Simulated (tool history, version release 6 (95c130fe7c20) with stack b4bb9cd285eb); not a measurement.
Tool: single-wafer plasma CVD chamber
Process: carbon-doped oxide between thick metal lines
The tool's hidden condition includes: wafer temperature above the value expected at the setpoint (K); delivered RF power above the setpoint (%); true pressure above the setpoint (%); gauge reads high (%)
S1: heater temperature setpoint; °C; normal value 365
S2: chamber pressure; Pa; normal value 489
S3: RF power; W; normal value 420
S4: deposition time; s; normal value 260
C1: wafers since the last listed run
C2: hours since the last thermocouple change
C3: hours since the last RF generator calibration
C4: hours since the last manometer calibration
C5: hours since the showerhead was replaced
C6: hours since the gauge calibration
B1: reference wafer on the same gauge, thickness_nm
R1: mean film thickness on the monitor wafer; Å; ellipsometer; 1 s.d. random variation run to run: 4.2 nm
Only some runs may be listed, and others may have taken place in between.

| run | hour | S1 | S2 | S3 | S4 | C1 | C2 | C3 | C4 | C5 | C6 | B1 | R1 |
|---|---|---|---|---|---|---|---|---|---|---|---|---|---|
| 1 | 0.0 | 365 | 544 | 420 | 260 | 0 | 980.4 | 980.9 | 1495.7 | 3611.3 | 1149.9 | 998.331 | 9824.26 |
| 2 | 106.9 | 365 | 544 | 420 | 260 | 814 | 1087.3 | 1087.8 | 1602.6 | 3718.2 | 1256.8 | 1000.070 | 9816.09 |
| 3 | 391.2 | 365 | 544 | 420 | 260 | 2164 | 1371.6 | 1372.1 | 1886.9 | 4002.5 | 1541.1 | 998.752 | 9861.90 |
|  | 599.1 | gauge calibrated |
|  | 635.7 | thermocouple changed; heater temperature recalibrated |
| 4 | 645.2 | 365 | 489 | 420 | 260 | 1873 | 9.5 | 1626.1 | 2140.9 | 4256.5 | 46.1 | 998.549 | 9755.59 |
| 5 | 749.1 | 372 | 489 | 420 | 260 | 791 | 113.4 | 1730.0 | 2244.8 | 4360.4 | 150.0 | 998.084 | 9498.73 |
| 6 | 806.5 | 372 | 489 | 420 | 260 | 437 | 170.8 | 1787.4 | 2302.2 | 4417.8 | 207.4 | 1000.388 | 9457.07 |
| 7 | 897.0 | 365 | 489 | 420 | 232 | 689 | 261.3 | 1877.9 | 2392.7 | 4508.3 | 297.9 | 998.756 | 8581.38 |
| 8 | 980.7 | 365 | 489 | 420 | 232 | 637 | 345.0 | 1961.6 | 2476.4 | 4592.0 | 381.6 | 998.783 | 8534.15 |
| 9 | 1033.2 | 365 | 489 | 420 | 260 | 399 | 397.5 | 2014.1 | 2528.9 | 4644.5 | 434.1 | 1000.888 | 9548.76 |
|  | 1049.1 | RF generator calibrated |
|  | 1123.8 | showerhead replaced |
| 10 | 1124.3 | 365 | 489 | 420 | 260 | 571 | 488.6 | 75.2 | 2620.0 | 0.5 | 525.2 | 1000.708 | 9840.28 |
|  | 1138.2 | capacitance manometer re-zeroed and calibrated |
| 11 | 1172.9 | 365 | 489 | 420 | 232 | 309 | 537.2 | 123.8 | 34.7 | 49.1 | 573.8 | 998.910 | 8674.78 |
| 12 | 1237.4 | 357 | 532 | 340 | 222 | 491 | 601.7 | 188.3 | 99.2 | 113.6 | 638.3 | 999.747 | 7651.55 |
| 13 | 1300.1 | 365 | 489 | 420 | 260 | 477 | 664.4 | 251.0 | 161.9 | 176.3 | 701.0 | 1000.659 | 9695.57 |
| 14 | 1338.5 | 355 | 489 | 420 | 260 | 292 | 702.8 | 289.4 | 200.3 | 214.7 | 739.4 | 998.615 | 9939.69 |
| 15 | 1545.4 | 352 | 581 | 420 | 292 | 1575 | 909.7 | 496.3 | 407.2 | 421.6 | 946.3 | 1000.057 | 11506.65 |
| 16 | 1648.8 | 361 | 411 | 475 | 221 | 787 | 1013.1 | 599.7 | 510.6 | 525.0 | 1049.7 | 999.294 | 8734.82 |
| 17 | 1696.0 | 365 | 489 | 420 | 233 | 359 | 1060.3 | 646.9 | 557.8 | 572.2 | 1096.9 | 999.412 | 8729.56 |
| 18 | 1758.3 | 351 | 489 | 420 | 260 | 474 | 1122.6 | 709.2 | 620.1 | 634.5 | 1159.2 | 999.104 | 10024.13 |
| 19 | 1844.9 | 365 | 489 | 420 | 260 | 659 | 1209.2 | 795.8 | 706.7 | 721.1 | 1245.8 | 998.443 | 9781.07 |
| 20 | 1936.7 | 365 | 403 | 490 | 306 | 699 | 1301.0 | 887.6 | 798.5 | 812.9 | 1337.6 | 997.497 | 12184.17 |
| 21 | 1975.3 | 365 | 489 | 420 | 260 | 293 | 1339.6 | 926.2 | 837.1 | 851.5 | 1376.2 | 999.242 | 9729.13 |

Pick out some run-to-run changes in R1. Of each, how much would a tool without hidden state show as well, from the settings, what came in and chance, and how much is left for the hidden state and any gauge scatter not in both results compared?
Run 3 -> 4: S2 544 -> 489, gauge calibrated, thermocouple changed; heater temperature recalibrated. R1 -106.31 Å: hidden state -29.96, all else -76.35.
Run 9 -> 10: RF generator calibrated, showerhead replaced. R1 +291.52 Å: hidden state +164.98, all else +126.54.
Run 15 -> 16: S1 352 -> 361, S2 581 -> 411, S3 420 -> 475, S4 292 -> 221. R1 -2771.83 Å: hidden state +5.53, all else -2777.36.
Run 20 -> 21: S2 403 -> 489, S3 490 -> 420, S4 306 -> 260. R1 -2455.04 Å: hidden state +0.63, all else -2455.67.
